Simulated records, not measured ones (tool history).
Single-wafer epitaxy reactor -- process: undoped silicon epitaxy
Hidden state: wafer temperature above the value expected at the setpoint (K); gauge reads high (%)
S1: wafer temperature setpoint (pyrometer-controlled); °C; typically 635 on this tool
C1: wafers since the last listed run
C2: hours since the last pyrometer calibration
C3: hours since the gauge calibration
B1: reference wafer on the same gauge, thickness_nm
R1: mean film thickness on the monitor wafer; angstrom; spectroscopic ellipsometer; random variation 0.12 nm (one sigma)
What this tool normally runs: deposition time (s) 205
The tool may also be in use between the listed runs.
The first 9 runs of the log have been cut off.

Run 10, hour 429.9: usual settings; C1 608; C2 778.1; C3 630.6; B1 26.828. Result: R1 239.3 angstrom.
Run 11, hour 499.7: usual settings but S1 630 °C, deposition time (s) 223; C1 656; C2 847.9; C3 700.4; B1 26.805. Result: R1 233.62 angstrom.
Run 12, hour 570.4: usual settings but S1 630 °C, deposition time (s) 223; C1 665; C2 918.6; C3 771.1; B1 26.799. Result: R1 235.82 angstrom.
Run 13, hour 597: usual settings but S1 630 °C, deposition time (s) 223; C1 250; C2 945.2; C3 797.7; B1 26.776. Result: R1 234.45 angstrom.
Run 14, hour 665: usual settings; C1 640; C2 1013.2; C3 865.7; B1 26.768. Result: R1 238.41 angstrom.
Run 15, hour 720.3: usual settings; C1 520; C2 1068.5; C3 921; B1 26.792. Result: R1 237.87 angstrom.
Run 16, hour 790.7: usual settings; C1 662; C2 1138.9; C3 991.4; B1 26.798. Result: R1 236.36 angstrom.
At hour 852: gauge calibrated.
Run 17, hour 857.1: usual settings but S1 647 °C; C1 624; C2 1205.3; C3 5.1; B1 26.803. Result: R1 297.4 angstrom.
Run 18, hour 891.3: usual settings but deposition time (s) 240; C1 321; C2 1239.5; C3 39.3; B1 26.778. Result: R1 275.34 angstrom.
Run 19, hour 954.6: usual settings but S1 648 °C; C1 595; C2 1302.8; C3 102.6; B1 26.831. Result: R1 304.34 angstrom.
Run 20, hour 980.5: usual settings but deposition time (s) 175; C1 243; C2 1328.7; C3 128.5; B1 26.81. Result: R1 199.74 angstrom.
Run 21, hour 1008.8: usual settings but S1 648 °C, deposition time (s) 233; C1 266; C2 1357; C3 156.8; B1 26.797. Result: R1 349.13 angstrom.
Run 22, hour 1067.7: usual settings; C1 554; C2 1415.9; C3 215.7; B1 26.778. Result: R1 237.48 angstrom.
At hour 1096.1: pyrometer calibrated.
Run 23, hour 1123.3: usual settings but S1 644 °C, deposition time (s) 237; C1 448; C2 27.2; C3 271.3; B1 26.809. Result: R1 322.8 angstrom.
Run 24, hour 1169.4: usual settings but S1 629 °C, deposition time (s) 194; C1 433; C2 73.3; C3 317.4; B1 26.771. Result: R1 195.8 angstrom.
Run 25, hour 1223: usual settings; C1 504; C2 126.9; C3 371; B1 26.786. Result: R1 234.12 angstrom.
Run 26, hour 1258.7: usual settings but S1 629 °C, deposition time (s) 194; C1 336; C2 162.6; C3 406.7; B1 26.794. Result: R1 192.75 angstrom.
Run 27, hour 1314.7: usual settings; C1 527; C2 218.6; C3 462.7; B1 26.826. Result: R1 229.61 angstrom.
At hour 1345.4: pyrometer calibrated, repeated, since the last time left the tool worse.
Run 28, hour 1352.1: usual settings; C1 276; C2 6.7; C3 500.1; B1 26.773. Result: R1 240.55 angstrom.
Run 29, hour 1380.3: usual settings; C1 265; C2 34.9; C3 528.3; B1 26.832. Result: R1 240.4 angstrom.
Run 30, hour 1412.3: usual settings but S1 621 °C, deposition time (s) 193; C1 301; C2 66.9; C3 560.3; B1 26.79. Result: R1 171.39 angstrom.
Run 31, hour 1478.6: usual settings but deposition time (s) 179; C1 624; C2 133.2; C3 626.6; B1 26.791. Result: R1 210.44 angstrom.
Run 32, hour 1511.7: usual settings; C1 311; C2 166.3; C3 659.7; B1 26.796. Result: R1 240.45 angstrom.
Run 33, hour 1569.9: usual settings but S1 630 °C, deposition time (s) 228; C1 547; C2 224.5; C3 717.9; B1 26.809. Result: R1 241.44 angstrom.
Run 34, hour 1636.9: usual settings but S1 647 °C, deposition time (s) 217; C1 630; C2 291.5; C3 784.9; B1 26.789. Result: R1 323.7 angstrom.

3 ways to go on from here, each from the tool as it stands after run 34. What would each give?
Run A, hour 1637.4: usual settings but S1 649 °C; C1 4; C2 292; C3 785.4; B1 ?. Result: R1 ?.
Run B, hour 1637.4: usual settings but S1 627 °C, deposition time (s) 244; C1 4; C2 292; C3 785.4; B1 ?. Result: R1 ?.
Run C, hour 1637.4: usual settings but S1 628 °C; C1 4; C2 292; C3 785.4; B1 ?. Result: R1 ?.

run      B1      R1
  A  26.797  317.59
  B  26.797     245
  C  26.797  210.02
Take away the tool's hidden state, keep each run's random variation, and the runs would have read:
run      R1
  A  319.64
  B  246.65
  C  211.43

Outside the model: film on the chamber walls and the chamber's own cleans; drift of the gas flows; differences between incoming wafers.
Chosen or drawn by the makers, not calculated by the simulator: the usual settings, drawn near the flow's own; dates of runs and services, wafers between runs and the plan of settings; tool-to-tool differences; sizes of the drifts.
